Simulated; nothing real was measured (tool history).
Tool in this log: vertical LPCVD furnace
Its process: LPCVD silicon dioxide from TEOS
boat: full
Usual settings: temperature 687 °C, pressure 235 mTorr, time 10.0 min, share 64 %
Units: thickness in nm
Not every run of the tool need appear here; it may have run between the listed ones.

run	hour	temperature	pressure	time	share	read-back reference wafer on the same gauge, thickness	thickness
1	0.0	687	235	10.0	64	51.77	49.76
2	91.2	687	235	10.0	64	51.72	50.11
3	147.7	687	235	10.0	64	51.84	49.25
4	215.1	687	235	10.0	64	51.79	49.82
5	267.4	687	235	10.0	64	51.77	49.82
6	331.8	687	235	10.0	64	51.80	49.61
7	388.5	687	235	10.0	64	51.80	50.08
8	495.1	678	235	10.0	58	51.80	38.05
# hour 562.3: thermocouples replaced and temperature profile calibrated
9	603.0	678	235	10.0	58	51.80	38.26
# hour 638.5: gauge calibrated
10	697.1	678	235	10.0	58	51.84	38.24
# hour 744.7: pressure gauge zeroed
11	747.5	687	235	10.0	64	51.81	50.48
12	826.9	687	235	10.0	64	51.76	49.37
13	893.7	687	235	10.0	64	51.87	50.14
14	959.7	694	265	12.0	58	51.85	72.42
15	998.2	679	235	7.5	64	51.83	30.80
16	1098.8	699	235	13.0	54	51.84	78.50
17	1137.8	687	235	10.0	64	51.78	50.05
18	1183.6	687	290	8.5	64	51.80	46.80
# hour 1407.7: TEOS flow controller replaced
19	1484.7	687	290	10.0	64	51.82	54.87
20	1569.0	694	235	11.5	64	51.82	68.22
21	1641.4	687	235	10.0	64	51.80	50.09
22	1688.5	682	235	10.0	58	51.81	42.04
23	1748.7	687	235	10.0	68	51.79	50.92
24	1842.2	687	235	13.5	64	51.81	67.65
25	1947.3	697	235	10.0	64	51.80	62.97
26	2198.0	687	235	7.0	64	51.78	35.06
27	2444.4	687	185	6.5	64	51.76	28.79
28	2483.6	692	235	10.0	64	51.82	56.39
29	2558.7	687	235	10.0	64	51.84	50.16
30	2625.2	698	260	7.5	52	51.85	46.21
31	2732.8	687	205	10.0	54	51.73	42.58
32	2787.8	687	235	10.0	64	51.76	50.00

Exercise: give the hidden state of the tool at every run:
true tube temperature minus thermocouple reading, K: 0 across all the runs
true pressure minus gauge reading, mTorr: 0 across all the runs
deviation of the TEOS flow from its setpoint, %: 0 across all the runs
gauge reads high (%): 0 across all the runs
